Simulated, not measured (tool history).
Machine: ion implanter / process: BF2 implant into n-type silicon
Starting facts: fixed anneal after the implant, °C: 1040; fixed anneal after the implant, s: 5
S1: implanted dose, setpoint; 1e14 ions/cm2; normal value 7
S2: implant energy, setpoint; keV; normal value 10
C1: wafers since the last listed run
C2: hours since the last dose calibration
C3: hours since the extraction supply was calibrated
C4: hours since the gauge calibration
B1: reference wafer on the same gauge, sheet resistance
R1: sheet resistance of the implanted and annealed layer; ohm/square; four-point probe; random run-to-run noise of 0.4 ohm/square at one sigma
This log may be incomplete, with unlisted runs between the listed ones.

run,hour,S1,S2,C1,C2,C3,C4,B1,R1
1,0,8.22,10,0,1824.3,2213.7,108.8,285.12,249.82
2,9.3,8.22,10,141,1833.6,2223,118.1,285.05,250.29
3,23.4,8.22,10,215,1847.7,2237.1,132.2,284.9,248.68
4,41.8,5.92,10,280,1866.1,2255.5,150.6,284.65,283.21
5,48.2,5.92,10,97,1872.5,2261.9,157,284.4,284.05
6,62.3,5.92,10,215,1886.6,2276,171.1,284.16,283.75
7,73.8,7,10,175,1898.1,2287.5,182.6,283.87,263.49
8,81.5,8.19,6.5,117,1905.8,2295.2,190.3,283.87,291.73
9,91.1,6.28,12.5,146,1915.4,2304.8,199.9,283.49,253.59
# hour 97.2: gauge calibrated
# hour 100.3: extraction supply calibrated
10,105.7,6.28,12.5,100,1930,5.4,8.5,286.35,255.1
# hour 116.9: Faraday cup replaced and dose calibrated
11,119.4,5.84,10,86,2.5,19.1,22.2,286.22,286.82
12,137.2,7,7,271,20.3,36.9,40,286.16,306.17
13,152.9,5.23,12,239,36,52.6,55.7,286.1,283.93
14,170.2,7,12,263,53.3,69.9,73,286.03,247.28

Forecast each of these 5 alternatives for the next run:
A,170.6,7,10,6,53.7,70.3,73.4,?,?
B,170.6,6.12,9,6,53.7,70.3,73.4,?,?
C,170.6,8.84,7,6,53.7,70.3,73.4,?,?
D,170.6,7,13,6,53.7,70.3,73.4,?,?
E,170.6,8,7,6,53.7,70.3,73.4,?,?

run,B1,R1
A,286.03,265.12
B,286.03,292.12
C,286.03,277.69
D,286.03,239.56
E,286.03,288.48
The same runs, with their run-to-run variation unchanged, on a tool lacking any hidden condition would have given:
run,R1
A,265.13
B,292.12
C,277.69
D,239.57
E,288.48
